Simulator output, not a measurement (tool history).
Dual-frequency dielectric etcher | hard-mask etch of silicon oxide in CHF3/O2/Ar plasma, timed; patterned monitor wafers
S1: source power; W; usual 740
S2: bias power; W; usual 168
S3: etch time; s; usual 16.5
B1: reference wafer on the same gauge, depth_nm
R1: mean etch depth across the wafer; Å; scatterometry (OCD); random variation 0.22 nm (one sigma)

Run 1, hour 0.0: usual settings; B1 33.61. Result: R1 374.0 Å.
Run 2, hour 66.4: usual settings; B1 33.60. Result: R1 371.0 Å.
Run 3, hour 139.0: usual settings; B1 33.61. Result: R1 368.2 Å.
Run 4, hour 224.3: usual settings; B1 33.62. Result: R1 362.9 Å.
Run 5, hour 312.1: usual settings; B1 33.60. Result: R1 363.0 Å.
Run 6, hour 375.4: usual settings; B1 33.63. Result: R1 359.4 Å.
Run 7, hour 433.7: usual settings; B1 33.58. Result: R1 364.0 Å.
At hour 507.6: wet clean of the chamber.
At hour 580.2: bias power generator calibrated.
At hour 581.3: gauge calibrated.
Run 8, hour 713.9: usual settings; B1 33.62. Result: R1 369.7 Å.
Run 9, hour 760.2: usual settings; B1 33.64. Result: R1 372.9 Å.
At hour 872.3: upper electrode replaced.
Run 10, hour 872.8: usual settings but S3 19.5 s; B1 33.64. Result: R1 432.5 Å.
Run 11, hour 965.8: usual settings but S1 660 W, S2 153 W, S3 12.5 s; B1 33.57. Result: R1 257.4 Å.
Run 12, hour 1070.7: usual settings but S2 196 W, S3 14.0 s; B1 33.61. Result: R1 321.6 Å.
At hour 1141.0: wet clean of the chamber.
Run 13, hour 1146.6: usual settings; B1 33.58. Result: R1 378.0 Å.
Run 14, hour 1210.4: usual settings; B1 33.65. Result: R1 375.2 Å.
Run 15, hour 1312.6: usual settings but S3 13.5 s; B1 33.60. Result: R1 304.1 Å.
Run 16, hour 1350.4: usual settings; B1 33.60. Result: R1 370.7 Å.
Run 17, hour 1408.8: usual settings but S3 13.0 s; B1 33.62. Result: R1 287.9 Å.
Run 18, hour 1465.9: usual settings but S1 910 W, S2 197 W; B1 33.59. Result: R1 416.8 Å.
Run 19, hour 1521.0: usual settings but S2 154 W; B1 33.56. Result: R1 358.2 Å.
At hour 1610.5: source power generator calibrated.
Run 20, hour 1621.0: usual settings; B1 33.66. Result: R1 361.1 Å.
Run 21, hour 1722.0: usual settings; B1 33.60. Result: R1 362.6 Å.
At hour 1810.9: wet clean of the chamber.
Run 22, hour 1859.2: usual settings but S1 880 W, S3 15.0 s; B1 33.60. Result: R1 364.2 Å.
Run 23, hour 1937.2: usual settings but S2 130 W, S3 13.0 s; B1 33.62. Result: R1 271.7 Å.
Run 24, hour 1986.5: usual settings but S1 610 W, S2 189 W, S3 19.5 s; B1 33.59. Result: R1 425.3 Å.
Run 25, hour 2028.6: usual settings but S1 900 W, S2 148 W, S3 18.5 s; B1 33.57. Result: R1 432.3 Å.
Run 26, hour 2114.0: usual settings but S1 640 W, S2 149 W, S3 13.5 s; B1 33.53. Result: R1 276.6 Å.
Run 27, hour 2198.8: usual settings but S1 640 W, S2 149 W, S3 13.5 s; B1 33.59. Result: R1 273.0 Å.
Run 28, hour 2272.1: usual settings but S2 150 W; B1 33.59. Result: R1 351.5 Å.
Run 29, hour 2342.1: usual settings; B1 33.55. Result: R1 358.8 Å.

Hidden state or all else? Some run-to-run changes of R1, split into what the settings, what came in and random variation would give without the hidden state, and what is left for the hidden state (with any gauge scatter that isn't in both results):
The hidden state here: etch rate over this chamber's usual, %; source power that arrives over what is set, %; bias power that arrives over what is set, %; gauge reads high (%).
Run 10 -> 11: S1 740 -> 660, S2 168 -> 153, S3 19.5 -> 12.5. R1 -175.1 Å: hidden state +2.7, all else -177.8.
Run 12 -> 13: S2 196 -> 168, S3 14.0 -> 16.5, wet clean of the chamber. R1 +56.4 Å: hidden state +17.6, all else +38.8.
Run 21 -> 22: S1 740 -> 880, S3 16.5 -> 15.0, wet clean of the chamber. R1 +1.6 Å: hidden state +14.8, all else -13.2.
Run 25 -> 26: S1 900 -> 640, S2 148 -> 149, S3 18.5 -> 13.5. R1 -155.7 Å: hidden state +0.8, all else -156.5.

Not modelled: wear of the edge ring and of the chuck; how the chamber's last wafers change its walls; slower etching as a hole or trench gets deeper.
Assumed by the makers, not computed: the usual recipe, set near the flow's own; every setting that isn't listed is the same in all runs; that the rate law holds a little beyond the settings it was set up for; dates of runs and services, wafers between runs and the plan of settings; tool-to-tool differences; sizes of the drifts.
